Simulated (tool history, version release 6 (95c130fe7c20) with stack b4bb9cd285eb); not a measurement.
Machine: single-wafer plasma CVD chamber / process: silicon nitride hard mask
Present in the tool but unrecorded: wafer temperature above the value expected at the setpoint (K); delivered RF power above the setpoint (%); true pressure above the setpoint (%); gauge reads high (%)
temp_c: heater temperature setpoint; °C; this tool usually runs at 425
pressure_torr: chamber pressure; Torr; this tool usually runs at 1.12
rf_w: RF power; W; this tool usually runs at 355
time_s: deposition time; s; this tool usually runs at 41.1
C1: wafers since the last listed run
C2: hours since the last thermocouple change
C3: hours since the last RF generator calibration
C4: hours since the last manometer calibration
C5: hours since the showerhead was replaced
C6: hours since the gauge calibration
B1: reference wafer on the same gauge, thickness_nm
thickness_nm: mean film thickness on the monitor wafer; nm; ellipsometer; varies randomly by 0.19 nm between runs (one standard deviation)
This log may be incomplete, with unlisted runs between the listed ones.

Run 1, day 0.000: usual settings; C1 0; C2 547.2; C3 562.6; C4 1457.5; C5 3841.1; C6 1204.6; B1 44.161. Result: thickness_nm 40.623 nm.
Run 2, day 2.725: usual settings; C1 829; C2 612.6; C3 628.0; C4 1522.9; C5 3906.5; C6 1270.0; B1 44.241. Result: thickness_nm 40.824 nm.
Run 3, day 9.517: usual settings; C1 2067; C2 775.6; C3 791.0; C4 1685.9; C5 4069.5; C6 1433.0; B1 44.455. Result: thickness_nm 40.961 nm.
Run 4, day 11.062: usual settings; C1 470; C2 812.7; C3 828.1; C4 1723.0; C5 4106.6; C6 1470.1; B1 44.520. Result: thickness_nm 40.636 nm.
Run 5, day 13.371: usual settings; C1 702; C2 868.1; C3 883.5; C4 1778.4; C5 4162.0; C6 1525.5; B1 44.634. Result: thickness_nm 41.010 nm.
At day 16.767: thermocouple changed; heater temperature recalibrated.
At day 17.412: gauge calibrated.
Run 6, day 19.938: usual settings; C1 1897; C2 76.1; C3 1041.1; C4 1936.0; C5 4319.6; C6 60.6; B1 43.512. Result: thickness_nm 39.995 nm.
At day 20.575: RF generator calibrated.
Run 7, day 22.546: usual settings; C1 692; C2 138.7; C3 47.3; C4 1998.6; C5 4382.2; C6 123.2; B1 43.627. Result: thickness_nm 39.982 nm.
Run 8, day 23.604: usual settings but temp_c 414 °C; C1 322; C2 164.1; C3 72.7; C4 2024.0; C5 4407.6; C6 148.6; B1 43.625. Result: thickness_nm 40.117 nm.
At day 24.583: showerhead replaced.
Run 9, day 25.392: usual settings but temp_c 432 °C; C1 442; C2 207.0; C3 115.6; C4 2066.9; C5 19.4; C6 191.5; B1 43.679. Result: thickness_nm 39.693 nm.
Run 10, day 27.058: usual settings but pressure_torr 0.99 Torr; C1 507; C2 247.0; C3 155.6; C4 2106.9; C5 59.4; C6 231.5; B1 43.615. Result: thickness_nm 38.726 nm.
Run 11, day 28.296: usual settings but temp_c 432 °C, pressure_torr 1.23 Torr, time_s 35.0 s; C1 376; C2 276.7; C3 185.3; C4 2136.6; C5 89.1; C6 261.2; B1 43.591. Result: thickness_nm 34.838 nm.
Run 12, day 30.658: usual settings but temp_c 420 °C, pressure_torr 0.86 Torr, rf_w 395 W; C1 719; C2 333.4; C3 242.0; C4 2193.3; C5 145.8; C6 317.9; B1 43.723. Result: thickness_nm 40.228 nm.
Run 13, day 32.438: usual settings but time_s 47.3 s; C1 541; C2 376.1; C3 284.7; C4 2236.0; C5 188.5; C6 360.6; B1 43.713. Result: thickness_nm 46.652 nm.
Run 14, day 34.442: usual settings but time_s 43.5 s; C1 610; C2 424.2; C3 332.8; C4 2284.1; C5 236.6; C6 408.7; B1 43.691. Result: thickness_nm 42.274 nm.
Run 15, day 38.733: usual settings but temp_c 413 °C, pressure_torr 1.02 Torr, rf_w 390 W, time_s 49.2 s; C1 1306; C2 527.2; C3 435.8; C4 2387.1; C5 339.6; C6 511.7; B1 43.824. Result: thickness_nm 50.380 nm.
Run 16, day 40.979: usual settings but time_s 38.9 s; C1 683; C2 581.1; C3 489.7; C4 2441.0; C5 393.5; C6 565.6; B1 43.738. Result: thickness_nm 38.352 nm.
Run 17, day 42.083: usual settings but temp_c 434 °C; C1 336; C2 607.6; C3 516.2; C4 2467.5; C5 420.0; C6 592.1; B1 43.731. Result: thickness_nm 40.033 nm.
At day 44.446: capacitance manometer re-zeroed and calibrated.
Run 18, day 44.750: usual settings but pressure_torr 0.87 Torr; C1 710; C2 671.6; C3 580.2; C4 7.3; C5 484.0; C6 656.1; B1 43.779. Result: thickness_nm 37.701 nm.
Run 19, day 46.583: usual settings but temp_c 416 °C, pressure_torr 0.86 Torr, time_s 45.7 s; C1 558; C2 715.6; C3 624.2; C4 51.3; C5 528.0; C6 700.1; B1 43.856. Result: thickness_nm 41.795 nm.
Run 20, day 48.517: usual settings but rf_w 325 W; C1 588; C2 762.0; C3 670.6; C4 97.7; C5 574.4; C6 746.5; B1 43.878. Result: thickness_nm 37.587 nm.
Run 21, day 50.588: usual settings but temp_c 440 °C, pressure_torr 1.02 Torr, rf_w 305 W, time_s 33.5 s; C1 630; C2 811.7; C3 720.3; C4 147.4; C5 624.1; C6 796.2; B1 43.917. Result: thickness_nm 28.472 nm.

Run 22, settings as shown, results not yet in. Your forecast:
Run 22, day 53.083: usual settings but rf_w 390 W; C1 759; C2 871.6; C3 780.2; C4 207.3; C5 684.0; C6 856.1; B1 ?. Result: thickness_nm ?.

B1: 43.956
thickness_nm: 42.763 nm
With the hidden condition absent and the run-to-run variation left alone, this run would have shown thickness_nm 42.427 nm.
